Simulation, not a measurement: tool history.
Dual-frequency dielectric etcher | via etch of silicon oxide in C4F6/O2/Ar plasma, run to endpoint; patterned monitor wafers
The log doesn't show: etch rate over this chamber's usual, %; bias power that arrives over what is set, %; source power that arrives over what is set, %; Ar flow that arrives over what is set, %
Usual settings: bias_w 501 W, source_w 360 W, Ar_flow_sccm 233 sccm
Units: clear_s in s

run,hour,bias_w,source_w,Ar_flow_sccm,wafers since the last listed run,hours since the last wet clean,hours since the last bias power generator calibration,hours since the last source power generator calibration,hours since the last Ar flow controller change,hours since the last upper electrode change,"incoming incoming film thickness, nm",clear_s
1,0.0,501,360,233,0,94.7,3801.0,1318.3,814.6,3797.2,95.6,20.6
2,84.5,501,360,233,823,179.2,3885.5,1402.8,899.1,3881.7,96.2,20.9
3,158.3,501,360,233,719,253.0,3959.3,1476.6,972.9,3955.5,95.6,20.9
4,207.7,501,360,233,481,302.4,4008.7,1526.0,1022.3,4004.9,95.0,20.5
5,461.5,575,360,233,2473,556.2,4262.5,1779.8,1276.1,4258.7,96.1,18.5
6,534.5,575,360,233,711,629.2,4335.5,1852.8,1349.1,4331.7,95.1,18.6
# hour 595.2: bias power generator calibrated
7,629.8,546,360,201,889,724.5,34.6,1948.1,1444.4,4427.0,96.2,18.7
# hour 673.8: wet clean of the chamber
8,707.1,546,360,201,519,33.3,111.9,2025.4,1521.7,4504.3,96.0,19.9
9,761.3,501,390,233,528,87.5,166.1,2079.6,1575.9,4558.5,96.0,20.4
# hour 1012.6: Ar flow controller replaced
10,1039.6,501,390,233,2653,365.8,444.4,2357.9,27.0,4836.8,95.4,19.8
# hour 1080.9: source power generator calibrated
11,1108.5,501,390,233,632,434.7,513.3,27.6,95.9,4905.7,95.9,20.0
12,1164.7,501,360,233,547,490.9,569.5,83.8,152.1,4961.9,95.4,20.3
13,1238.5,418,360,233,719,564.7,643.3,157.6,225.9,5035.7,95.7,22.7
# hour 1324.5: wet clean of the chamber
14,1325.0,586,360,270,609,0.5,729.8,244.1,312.4,5122.2,95.1,19.9
15,1380.7,411,360,289,542,56.2,785.5,299.8,368.1,5177.9,96.3,24.5
16,1429.7,411,340,233,477,105.2,834.5,348.8,417.1,5226.9,96.1,24.4
17,1712.7,501,270,233,2758,388.2,1117.5,631.8,700.1,5509.9,95.8,23.4
18,1809.1,501,320,233,939,484.6,1213.9,728.2,796.5,5606.3,96.7,22.0
# hour 2027.2: wet clean of the chamber
19,2090.5,537,440,233,2508,63.3,1495.3,1009.6,1077.9,5887.7,95.4,18.8
# hour 2139.7: upper electrode replaced
20,2188.8,559,440,192,724,161.6,1593.6,1107.9,1176.2,49.1,96.1,17.7
21,2433.7,501,300,233,2386,406.5,1838.5,1352.8,1421.1,294.0,94.9,22.1

The next listed run, before its measurement:
22,2522.9,501,360,233,869,495.7,1927.7,1442.0,1510.3,383.2,95.2,?

clear_s: 20.3 s
Without the tool's hidden state the same run would have given clear_s 21.1 s.
